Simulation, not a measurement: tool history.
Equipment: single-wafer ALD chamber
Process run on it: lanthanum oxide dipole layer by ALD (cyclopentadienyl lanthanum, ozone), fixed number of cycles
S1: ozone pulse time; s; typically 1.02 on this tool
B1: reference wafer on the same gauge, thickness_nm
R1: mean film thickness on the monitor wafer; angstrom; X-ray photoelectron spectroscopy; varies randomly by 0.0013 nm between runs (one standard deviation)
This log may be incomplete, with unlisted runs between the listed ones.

Run 1, hour 0.0: usual settings; B1 0.625. Result: R1 4.79 angstrom.
Run 2, hour 24.8: usual settings; B1 0.624. Result: R1 4.80 angstrom.
Run 3, hour 48.9: usual settings; B1 0.624. Result: R1 4.82 angstrom.
Run 4, hour 80.1: usual settings; B1 0.626. Result: R1 4.79 angstrom.
Run 5, hour 95.9: usual settings; B1 0.625. Result: R1 4.79 angstrom.
Run 6, hour 121.2: usual settings; B1 0.625. Result: R1 4.79 angstrom.
Run 7, hour 147.6: usual settings but S1 0.87 s; B1 0.625. Result: R1 4.56 angstrom.
At hour 229.2: thermocouple changed; heater temperature recalibrated.
Run 8, hour 234.1: usual settings but S1 0.87 s; B1 0.626. Result: R1 4.54 angstrom.
At hour 262.9: ozone generator serviced.
At hour 266.7: showerhead replaced.
Run 9, hour 270.0: usual settings but S1 0.87 s; B1 0.625. Result: R1 5.09 angstrom.
Run 10, hour 283.5: usual settings but S1 0.72 s; B1 0.625. Result: R1 4.85 angstrom.
At hour 285.9: gauge calibrated.
Run 11, hour 300.6: usual settings but S1 1.41 s; B1 0.625. Result: R1 5.63 angstrom.
Run 12, hour 319.1: usual settings; B1 0.625. Result: R1 5.25 angstrom.
Run 13, hour 336.1: usual settings but S1 1.40 s; B1 0.625. Result: R1 5.57 angstrom.
Run 14, hour 369.4: usual settings but S1 1.20 s; B1 0.625. Result: R1 5.38 angstrom.
Run 15, hour 389.2: usual settings but S1 0.77 s; B1 0.625. Result: R1 4.81 angstrom.
Run 16, hour 403.5: usual settings; B1 0.625. Result: R1 5.17 angstrom.
Run 17, hour 435.3: usual settings but S1 0.66 s; B1 0.625. Result: R1 4.60 angstrom.
Run 18, hour 450.5: usual settings but S1 0.61 s; B1 0.625. Result: R1 4.46 angstrom.

Alternative continuations, all from the tool just after run 18; predict every row:
Run A, hour 450.9: usual settings but S1 0.78 s; B1 ?. Result: R1 ?.
Run B, hour 450.9: usual settings but S1 1.32 s; B1 ?. Result: R1 ?.
Run C, hour 450.9: usual settings but S1 1.22 s; B1 ?. Result: R1 ?.

run     B1    R1
  A  0.625  4.79
  B  0.625  5.45
  C  0.625  5.36
Without the tool's hidden state the same runs would have given:
run    R1
  A  5.03
  B  5.61
  C  5.53

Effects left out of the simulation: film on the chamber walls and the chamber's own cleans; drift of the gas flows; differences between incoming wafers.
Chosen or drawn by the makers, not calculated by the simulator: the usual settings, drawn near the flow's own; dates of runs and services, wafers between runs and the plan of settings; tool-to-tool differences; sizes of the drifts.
